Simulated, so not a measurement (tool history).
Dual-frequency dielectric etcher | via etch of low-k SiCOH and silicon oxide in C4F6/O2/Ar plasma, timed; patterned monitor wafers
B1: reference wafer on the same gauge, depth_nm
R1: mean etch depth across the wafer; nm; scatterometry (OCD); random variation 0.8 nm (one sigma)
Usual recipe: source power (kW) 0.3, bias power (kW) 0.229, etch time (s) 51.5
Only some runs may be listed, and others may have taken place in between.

run 1 hour=0 | source_power_(kW)=0.3 bias_power_(kW)=0.229 etch_time_(s)=54.5 | B1=98 | R1=131.5
run 2 hour=12.6 | source_power_(kW)=0.33 bias_power_(kW)=0.229 etch_time_(s)=51.5 | B1=98.2 | R1=129.8
run 3 hour=31.9 | source_power_(kW)=0.33 bias_power_(kW)=0.229 etch_time_(s)=51.5 | B1=98 | R1=130.1
run 4 hour=57 | source_power_(kW)=0.33 bias_power_(kW)=0.229 etch_time_(s)=51.5 | B1=98 | R1=129.1
run 5 hour=83.6 | source_power_(kW)=0.3 bias_power_(kW)=0.229 etch_time_(s)=51.5 | B1=98 | R1=124.3
run 6 hour=105 | source_power_(kW)=0.3 bias_power_(kW)=0.229 etch_time_(s)=51.5 | B1=98.2 | R1=126.5
run 7 hour=126.5 | source_power_(kW)=0.34 bias_power_(kW)=0.272 etch_time_(s)=51.5 | B1=98 | R1=138.8
run 8 hour=144.4 | source_power_(kW)=0.34 bias_power_(kW)=0.272 etch_time_(s)=51.5 | B1=98.1 | R1=139.5
run 9 hour=160.7 | source_power_(kW)=0.34 bias_power_(kW)=0.272 etch_time_(s)=51.5 | B1=97.9 | R1=139.5
run 10 hour=186.9 | source_power_(kW)=0.3 bias_power_(kW)=0.229 etch_time_(s)=51.5 | B1=98 | R1=126.8
run 11 hour=220 | source_power_(kW)=0.3 bias_power_(kW)=0.229 etch_time_(s)=51.5 | B1=98.1 | R1=126.3
run 12 hour=234.7 | source_power_(kW)=0.33 bias_power_(kW)=0.191 etch_time_(s)=51.5 | B1=98 | R1=125.5
run 13 hour=247.4 | source_power_(kW)=0.37 bias_power_(kW)=0.208 etch_time_(s)=41 | B1=98.1 | R1=108.9
-- hour=258.3 bias power generator calibrated
-- hour=277.6 wet clean of the chamber
run 14 hour=278.1 | source_power_(kW)=0.3 bias_power_(kW)=0.229 etch_time_(s)=51.5 | B1=98.3 | R1=120.6
run 15 hour=287.6 | source_power_(kW)=0.3 bias_power_(kW)=0.229 etch_time_(s)=51.5 | B1=98.1 | R1=122.2
run 16 hour=317.2 | source_power_(kW)=0.35 bias_power_(kW)=0.229 etch_time_(s)=51.5 | B1=98.1 | R1=131.2
-- hour=318.2 gauge calibrated
-- hour=338.4 source power generator calibrated
-- hour=365.5 upper electrode replaced
run 17 hour=366 | source_power_(kW)=0.34 bias_power_(kW)=0.272 etch_time_(s)=51.5 | B1=97.9 | R1=136.2
run 18 hour=381.4 | source_power_(kW)=0.3 bias_power_(kW)=0.185 etch_time_(s)=51.5 | B1=98 | R1=114.5
run 19 hour=400.2 | source_power_(kW)=0.38 bias_power_(kW)=0.229 etch_time_(s)=51.5 | B1=97.7 | R1=135.7
run 20 hour=425.4 | source_power_(kW)=0.37 bias_power_(kW)=0.229 etch_time_(s)=51.5 | B1=98 | R1=133.9
run 21 hour=443.3 | source_power_(kW)=0.36 bias_power_(kW)=0.229 etch_time_(s)=61.5 | B1=98.1 | R1=158
run 22 hour=472 | source_power_(kW)=0.3 bias_power_(kW)=0.229 etch_time_(s)=51.5 | B1=98.2 | R1=124.6
run 23 hour=502.5 | source_power_(kW)=0.3 bias_power_(kW)=0.229 etch_time_(s)=44.5 | B1=97.9 | R1=107.3

Measured result minus the same run's result without the hidden state. Both carry the same run-to-run variation, though not necessarily the same gauge scatter:
Unlogged tool condition in this case: etch rate over this chamber's usual, %; source power that arrives over what is set, %; bias power that arrives over what is set, %; gauge reads high (%).
run=1 R1=+2.5
run=2 R1=+2.6
run=3 R1=+2.9
run=4 R1=+3.2
run=5 R1=+3.5
run=6 R1=+3.8
run=7 R1=+4.6
run=8 R1=+4.9
run=9 R1=+5.2
run=10 R1=+5
run=11 R1=+5.5
run=12 R1=+5.6
run=13 R1=+5.1
run=14 R1=-0.4
run=15 R1=-0.2
run=16 R1=+0.2
run=17 R1=+1
run=18 R1=+1
run=19 R1=+1.5
run=20 R1=+1.9
run=21 R1=+2.6
run=22 R1=+2.4
run=23 R1=+2.5
